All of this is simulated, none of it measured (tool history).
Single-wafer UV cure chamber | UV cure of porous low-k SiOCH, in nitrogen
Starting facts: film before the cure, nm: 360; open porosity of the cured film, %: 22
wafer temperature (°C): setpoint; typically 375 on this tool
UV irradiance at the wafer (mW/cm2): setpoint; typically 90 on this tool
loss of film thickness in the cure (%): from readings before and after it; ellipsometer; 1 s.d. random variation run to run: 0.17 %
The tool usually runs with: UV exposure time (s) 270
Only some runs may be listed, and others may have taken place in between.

run,hour,wafer temperature (°C),UV exposure time (s),UV irradiance at the wafer (mW/cm2),loss of film thickness in the cure (%)
1,0.0,375,270,90,10.175
# hour 36.2: quartz window cleaned
2,36.7,375,270,90,9.727
3,46.5,375,270,90,9.788
4,75.9,375,320,72,9.423
5,98.6,375,320,72,9.463
6,120.0,375,270,90,9.850
7,144.4,375,270,90,9.796
8,167.7,375,270,100,10.082
9,184.2,375,270,100,9.870
10,207.9,375,270,90,9.765
11,242.2,375,270,90,9.663
12,263.0,375,270,90,9.693
13,290.7,375,270,90,9.589
# hour 315.1: quartz window cleaned
14,319.7,375,270,90,9.638
15,355.4,375,270,90,9.680
16,376.4,375,270,90,9.393
17,410.5,375,270,90,9.582
18,500.5,375,270,90,9.528
19,523.0,375,270,90,9.390

The next listed run, before its measurement:
# hour 562.6: quartz window cleaned
20,615.4,357,205,106,?

{"run 20": {"loss of film thickness in the cure (%)": 8.713}}
Without the tool's hidden state the same run would have given loss of film thickness in the cure (%) 10.391.
